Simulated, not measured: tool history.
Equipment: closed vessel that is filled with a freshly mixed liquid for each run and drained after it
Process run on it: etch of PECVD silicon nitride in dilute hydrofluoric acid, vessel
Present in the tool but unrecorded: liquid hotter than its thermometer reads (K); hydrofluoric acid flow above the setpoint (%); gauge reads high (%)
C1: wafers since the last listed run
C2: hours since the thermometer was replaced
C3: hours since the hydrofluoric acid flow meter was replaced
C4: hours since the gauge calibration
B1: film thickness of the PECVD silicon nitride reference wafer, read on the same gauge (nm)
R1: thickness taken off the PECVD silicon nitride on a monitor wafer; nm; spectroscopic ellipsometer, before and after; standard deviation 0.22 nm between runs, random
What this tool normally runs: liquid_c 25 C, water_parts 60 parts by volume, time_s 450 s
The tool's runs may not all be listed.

run 1 hour=0 | liquid_c=25 water_parts=60 time_s=450 | C1=0 C2=2187.6 C3=1763.5 C4=393.6 | B1=30.01 | R1=46.61
run 2 hour=21.7 | liquid_c=25 water_parts=60 time_s=450 | C1=1534 C2=2209.3 C3=1785.2 C4=415.3 | B1=30 | R1=46.14
run 3 hour=41.3 | liquid_c=25 water_parts=60 time_s=450 | C1=1385 C2=2228.9 C3=1804.8 C4=434.9 | B1=30 | R1=46
run 4 hour=48.3 | liquid_c=25 water_parts=60 time_s=450 | C1=494 C2=2235.9 C3=1811.8 C4=441.9 | B1=30.01 | R1=46.32
run 5 hour=59.4 | liquid_c=25 water_parts=75 time_s=250 | C1=784 C2=2247 C3=1822.9 C4=453 | B1=30.01 | R1=20.83
run 6 hour=66.9 | liquid_c=25 water_parts=75 time_s=250 | C1=530 C2=2254.5 C3=1830.4 C4=460.5 | B1=29.98 | R1=20.57
run 7 hour=76.6 | liquid_c=25 water_parts=60 time_s=450 | C1=685 C2=2264.2 C3=1840.1 C4=470.2 | B1=30 | R1=45.95
run 8 hour=86.2 | liquid_c=25 water_parts=60 time_s=450 | C1=678 C2=2273.8 C3=1849.7 C4=479.8 | B1=30.01 | R1=46.3
run 9 hour=103.9 | liquid_c=25 water_parts=60 time_s=450 | C1=1251 C2=2291.5 C3=1867.4 C4=497.5 | B1=30.01 | R1=46.11
run 10 hour=117.3 | liquid_c=25 water_parts=60 time_s=450 | C1=947 C2=2304.9 C3=1880.8 C4=510.9 | B1=30 | R1=46.19
run 11 hour=130.8 | liquid_c=25 water_parts=60 time_s=450 | C1=954 C2=2318.4 C3=1894.3 C4=524.4 | B1=30 | R1=46.29
-- hour=139 hydrofluoric acid flow meter replaced
-- hour=144.3 gauge calibrated
-- hour=152.6 thermometer replaced
run 12 hour=165 | liquid_c=25 water_parts=60 time_s=450 | C1=2276 C2=12.4 C3=26 C4=20.7 | B1=30 | R1=43.31
run 13 hour=179.1 | liquid_c=30 water_parts=80 time_s=620 | C1=996 C2=26.5 C3=40.1 C4=34.8 | B1=30.01 | R1=61.77
run 14 hour=187.9 | liquid_c=22.5 water_parts=30 time_s=375 | C1=622 C2=35.3 C3=48.9 C4=43.6 | B1=30.01 | R1=60.02
run 15 hour=194.1 | liquid_c=30 water_parts=40 time_s=360 | C1=438 C2=41.5 C3=55.1 C4=49.8 | B1=30 | R1=71.47
run 16 hour=204.6 | liquid_c=25 water_parts=90 time_s=645 | C1=742 C2=52 C3=65.6 C4=60.3 | B1=29.99 | R1=41.72
run 17 hour=212.1 | liquid_c=30 water_parts=75 time_s=520 | C1=530 C2=59.5 C3=73.1 C4=67.8 | B1=30.02 | R1=55.63
run 18 hour=224.1 | liquid_c=25 water_parts=60 time_s=450 | C1=848 C2=71.5 C3=85.1 C4=79.8 | B1=30.01 | R1=42.81
run 19 hour=239.1 | liquid_c=26.5 water_parts=60 time_s=450 | C1=1060 C2=86.5 C3=100.1 C4=94.8 | B1=30.01 | R1=47.88
run 20 hour=254.2 | liquid_c=25 water_parts=30 time_s=450 | C1=1067 C2=101.6 C3=115.2 C4=109.9 | B1=29.98 | R1=84.94
run 21 hour=270 | liquid_c=25 water_parts=75 time_s=670 | C1=1117 C2=117.4 C3=131 C4=125.7 | B1=30.02 | R1=51.86
run 22 hour=284.4 | liquid_c=25 water_parts=60 time_s=450 | C1=1018 C2=131.8 C3=145.4 C4=140.1 | B1=29.99 | R1=43.68
run 23 hour=299.2 | liquid_c=25 water_parts=60 time_s=450 | C1=1046 C2=146.6 C3=160.2 C4=154.9 | B1=29.97 | R1=43.36
run 24 hour=315.5 | liquid_c=22.5 water_parts=80 time_s=450 | C1=1152 C2=162.9 C3=176.5 C4=171.2 | B1=30 | R1=27.77
run 25 hour=324.6 | liquid_c=20 water_parts=85 time_s=545 | C1=643 C2=172 C3=185.6 C4=180.3 | B1=30 | R1=26.92
run 26 hour=340.1 | liquid_c=25 water_parts=80 time_s=450 | C1=1095 C2=187.5 C3=201.1 C4=195.8 | B1=30 | R1=32.83
run 27 hour=356.6 | liquid_c=25 water_parts=60 time_s=585 | C1=1166 C2=204 C3=217.6 C4=212.3 | B1=29.97 | R1=56.53
run 28 hour=363.1 | liquid_c=25 water_parts=75 time_s=270 | C1=459 C2=210.5 C3=224.1 C4=218.8 | B1=29.99 | R1=20.82
run 29 hour=369.4 | liquid_c=25 water_parts=85 time_s=625 | C1=445 C2=216.8 C3=230.4 C4=225.1 | B1=29.97 | R1=42.59
run 30 hour=386.6 | liquid_c=25 water_parts=60 time_s=450 | C1=1216 C2=234 C3=247.6 C4=242.3 | B1=29.98 | R1=43.32
run 31 hour=398.4 | liquid_c=25 water_parts=35 time_s=450 | C1=834 C2=245.8 C3=259.4 C4=254.1 | B1=30.01 | R1=74.16
run 32 hour=405.3 | liquid_c=22.5 water_parts=60 time_s=450 | C1=487 C2=252.7 C3=266.3 C4=261 | B1=30.01 | R1=37.05

Below are 4 alternative next runs, each starting from the tool's condition after run 32. Predict each:
run A hour=406.1 | liquid_c=25 water_parts=60 time_s=450 | C1=56 C2=253.5 C3=267.1 C4=261.8 | B1=? | R1=?
run B hour=406.1 | liquid_c=25 water_parts=60 time_s=690 | C1=56 C2=253.5 C3=267.1 C4=261.8 | B1=? | R1=?
run C hour=406.1 | liquid_c=29.5 water_parts=50 time_s=370 | C1=56 C2=253.5 C3=267.1 C4=261.8 | B1=? | R1=?
run D hour=406.1 | liquid_c=23.5 water_parts=75 time_s=670 | C1=56 C2=253.5 C3=267.1 C4=261.8 | B1=? | R1=?

run=A B1=29.97 R1=43.78
run=B B1=29.97 R1=67.12
run=C B1=29.97 R1=57.9
run=D B1=29.97 R1=47.35
With no hidden state in the tool, these same runs would have given:
run=A R1=42.19
run=B R1=64.69
run=C R1=55.8
run=D R1=45.63

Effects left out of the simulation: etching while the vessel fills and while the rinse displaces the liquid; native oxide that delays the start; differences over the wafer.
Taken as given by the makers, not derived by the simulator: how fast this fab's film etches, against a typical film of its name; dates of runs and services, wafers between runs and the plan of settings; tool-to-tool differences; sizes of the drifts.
